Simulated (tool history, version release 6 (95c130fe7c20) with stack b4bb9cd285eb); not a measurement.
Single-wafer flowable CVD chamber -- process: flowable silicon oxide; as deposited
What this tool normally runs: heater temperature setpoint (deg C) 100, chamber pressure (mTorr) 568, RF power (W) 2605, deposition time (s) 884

run   hour  heater temperature setpoint (deg C)  chamber pressure (mTorr)  RF power (W)  deposition time (s)  wafers since the last listed run  hours since the last thermocouple change  hours since the last RF generator calibration  hours since the last manometer calibration  hours since the showerhead was replaced  hours since the gauge calibration  read-back reference wafer on the same gauge, thickness_nm  mean film thickness on the monitor wafer (angstrom)
  1    0.0                                  100                       568          2605                  884                                 0                                    1425.8                                         1149.8                                       677.3                                   3242.2                              224.7                                                    380.145                                              3517.93
  2   16.2                                  100                       568          2605                  884                                36                                    1442.0                                         1166.0                                       693.5                                   3258.4                              240.9                                                    380.032                                              3562.17
  3   33.8                                  100                       568          2605                  884                                39                                    1459.6                                         1183.6                                       711.1                                   3276.0                              258.5                                                    380.074                                              3541.26
  4   61.3                                  100                       568          2605                  884                                61                                    1487.1                                         1211.1                                       738.6                                   3303.5                              286.0                                                    380.142                                              3515.74
     102.0  -- thermocouple changed; heater temperature recalibrated
  5  102.5                                  100                       568          2605                  884                                74                                       0.5                                         1252.3                                       779.8                                   3344.7                              327.2                                                    380.286                                              3546.75
  6  118.7                                  100                       568          2605                  884                                36                                      16.7                                         1268.5                                       796.0                                   3360.9                              343.4                                                    380.087                                              3521.13
     137.1  -- showerhead replaced
  7  139.6                                  100                       568          2605                  884                                28                                      37.6                                         1289.4                                       816.9                                      2.5                              364.3                                                    380.040                                              3525.71
  8  153.2                                  100                       568          2605                  884                                30                                      51.2                                         1303.0                                       830.5                                     16.1                              377.9                                                    380.005                                              3557.34
  9  224.5                                  100                       568          2605                  884                               159                                     122.5                                         1374.3                                       901.8                                     87.4                              449.2                                                    380.093                                              3529.22
 10  236.9                                  100                       568          2605                  710                                27                                     134.9                                         1386.7                                       914.2                                     99.8                              461.6                                                    380.227                                              2828.75
 11  253.5                                  100                       568          2605                  884                                37                                     151.5                                         1403.3                                       930.8                                    116.4                              478.2                                                    380.161                                              3560.71
 12  277.1                                   90                       656          2605                  884                                52                                     175.1                                         1426.9                                       954.4                                    140.0                              501.8                                                    379.868                                              5920.30
 13  302.0                                  100                       568          2605                  884                                55                                     200.0                                         1451.8                                       979.3                                    164.9                              526.7                                                    380.011                                              3543.24
 14  334.3                                  100                       568          2605                  884                                72                                     232.3                                         1484.1                                      1011.6                                    197.2                              559.0                                                    379.934                                              3538.49
     365.1  -- capacitance manometer re-zeroed and calibrated
 15  365.6                                   93                       458          2100                  805                                52                                     263.6                                         1515.4                                         0.5                                    228.5                              590.3                                                    379.799                                              3301.36
 16  392.0                                  100                       568          2605                  884                                59                                     290.0                                         1541.8                                        26.9                                    254.9                              616.7                                                    380.088                                              3566.27
 17  407.1                                  112                       531          2605                 1016                                33                                     305.1                                         1556.9                                        42.0                                    270.0                              631.8                                                    379.813                                              2434.04
 18  422.7                                   89                       626          2105                 1009                                34                                     320.7                                         1572.5                                        57.6                                    285.6                              647.4                                                    380.067                                              6489.20
     456.1  -- RF generator calibrated
 19  458.3                                   86                       568          2605                 1051                                61                                     356.3                                            2.2                                        93.2                                    321.2                              683.0                                                    379.990                                              6961.27
     473.9  -- gauge calibrated
 20  485.0                                  100                       568          2605                  884                                59                                     383.0                                           28.9                                       119.9                                    347.9                               11.1                                                    380.254                                              3536.69
 21  519.2                                  114                       568          2790                  718                                76                                     417.2                                           63.1                                       154.1                                    382.1                               45.3                                                    379.861                                              1732.39
 22  550.0                                  100                       525          2605                  824                                68                                     448.0                                           93.9                                       184.9                                    412.9                               76.1                                                    380.195                                              3043.13
 23  654.5                                   94                       568          2605                  749                               233                                     552.5                                          198.4                                       289.4                                    517.4                              180.6                                                    379.919                                              3753.24
 24  689.2                                   87                       632          2865                  933                                77                                     587.2                                          233.1                                       324.1                                    552.1                              215.3                                                    380.102                                              6683.61
 25  705.2                                   94                       703          2605                  884                                35                                     603.2                                          249.1                                       340.1                                    568.1                              231.3                                                    380.138                                              5452.28
 26  729.1                                  100                       568          2605                  735                                53                                     627.1                                          273.0                                       364.0                                    592.0                              255.2                                                    379.878                                              2943.87
 27  748.0                                  111                       568          2165                  884                                42                                     646.0                                          291.9                                       382.9                                    610.9                              274.1                                                    380.073                                              2289.75

Consider 5 possible next runs. They are alternatives, not a sequence: every one starts from the tool as it was left by run 27. What does each give?
  A  748.6                                   89                       568          2605                  884                                 1                                     646.6                                          292.5                                       383.5                                    611.5                              274.7                                                          ?                                                    ?
  B  748.6                                  100                       568          2455                  884                                 1                                     646.6                                          292.5                                       383.5                                    611.5                              274.7                                                          ?                                                    ?
  C  748.6                                  106                       684          3015                 1013                                 1                                     646.6                                          292.5                                       383.5                                    611.5                              274.7                                                          ?                                                    ?
  D  748.6                                  100                       568          2605                  952                                 1                                     646.6                                          292.5                                       383.5                                    611.5                              274.7                                                          ?                                                    ?
  E  748.6                                  109                       517          2465                  817                                 1                                     646.6                                          292.5                                       383.5                                    611.5                              274.7                                                          ?                                                    ?

run  read-back reference wafer on the same gauge, thickness_nm  mean film thickness on the monitor wafer (angstrom)
  A                                                    380.102                                              5313.39
  B                                                    380.102                                              3526.85
  C                                                    380.102                                              3962.73
  D                                                    380.102                                              3826.87
  E                                                    380.102                                              2119.52
Stripped of hidden state, with their random variation kept, the same runs would have yielded:
run  mean film thickness on the monitor wafer (angstrom)
  A                                              5313.39
  B                                              3526.85
  C                                              3962.73
  D                                              3826.87
  E                                              2119.52
